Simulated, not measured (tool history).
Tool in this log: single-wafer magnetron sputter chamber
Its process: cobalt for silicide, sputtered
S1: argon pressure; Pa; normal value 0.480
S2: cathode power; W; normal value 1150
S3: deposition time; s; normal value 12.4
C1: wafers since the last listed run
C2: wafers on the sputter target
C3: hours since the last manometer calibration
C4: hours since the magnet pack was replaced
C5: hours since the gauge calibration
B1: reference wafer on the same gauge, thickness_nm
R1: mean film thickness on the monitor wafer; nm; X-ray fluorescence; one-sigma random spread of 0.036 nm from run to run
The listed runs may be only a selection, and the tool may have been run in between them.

run,hour,S1,S2,S3,C1,C2,C3,C4,C5,B1,R1
1,0.0,0.480,1150,12.4,0,5616,714.7,7538.6,419.0,7.875,6.647
# hour 9.0: sputter target and shields replaced
2,14.5,0.480,1150,12.4,198,168,729.2,7553.1,433.5,7.885,6.210
3,27.3,0.480,1150,12.4,390,558,742.0,7565.9,446.3,7.869,6.186
4,37.3,0.480,1150,12.4,304,863,752.0,7575.9,456.3,7.886,6.161
5,54.0,0.480,1150,12.4,508,1372,768.7,7592.6,473.0,7.876,6.091
6,62.3,0.480,1150,12.4,252,1625,777.0,7600.9,481.3,7.889,6.059
7,78.0,0.480,1150,12.4,478,2103,792.7,7616.6,497.0,7.874,6.078
8,85.0,0.480,1150,12.4,213,2316,799.7,7623.6,504.0,7.886,6.041
# hour 93.0: sputter target and shields replaced, repeated, since the last time left the tool worse
9,96.2,0.573,1200,12.4,97,96,810.9,7634.8,515.2,7.880,7.069
10,105.4,0.393,950,12.4,280,376,820.1,7644.0,524.4,7.870,6.110
11,112.5,0.393,950,12.4,216,593,827.2,7651.1,531.5,7.878,6.159
12,125.5,0.393,950,12.4,396,989,840.2,7664.1,544.5,7.890,6.093
13,139.9,0.610,950,11.5,438,1428,854.6,7678.5,558.9,7.879,5.141
14,157.2,0.480,1150,12.4,527,1955,871.9,7695.8,576.2,7.880,6.897
15,167.5,0.480,1150,12.4,313,2269,882.2,7706.1,586.5,7.873,6.928
16,183.8,0.480,1450,12.4,496,2765,898.5,7722.4,602.8,7.884,8.547
17,193.3,0.637,1250,11.3,289,3055,908.0,7731.9,612.3,7.870,6.355
18,200.5,0.480,1150,12.4,219,3274,915.2,7739.1,619.5,7.889,6.831
19,216.5,0.347,1150,12.4,487,3762,931.2,7755.1,635.5,7.878,7.254
20,232.1,0.658,1400,11.0,475,4237,946.8,7770.7,651.1,7.879,6.710
# hour 248.6: sputter target and shields replaced
21,249.1,0.480,1150,11.2,274,13,963.8,7787.7,668.1,7.876,6.406
22,256.7,0.480,1150,10.4,231,245,971.4,7795.3,675.7,7.882,5.891
23,264.9,0.480,950,14.0,249,495,979.6,7803.5,683.9,7.885,6.660
# hour 284.0: magnet pack replaced
24,303.8,0.480,1150,12.4,941,1436,1018.5,19.8,722.8,7.895,6.903

Run 25 comes next. What will it give?
# hour 310.7: gauge calibrated
25,318.4,0.480,1150,12.4,444,1881,1033.1,34.4,7.7,?,?

Run 25 came out at B1 7.872, R1 6.882 nm.
With the hidden condition absent and the run-to-run variation left alone, this run would have shown R1 7.067 nm.
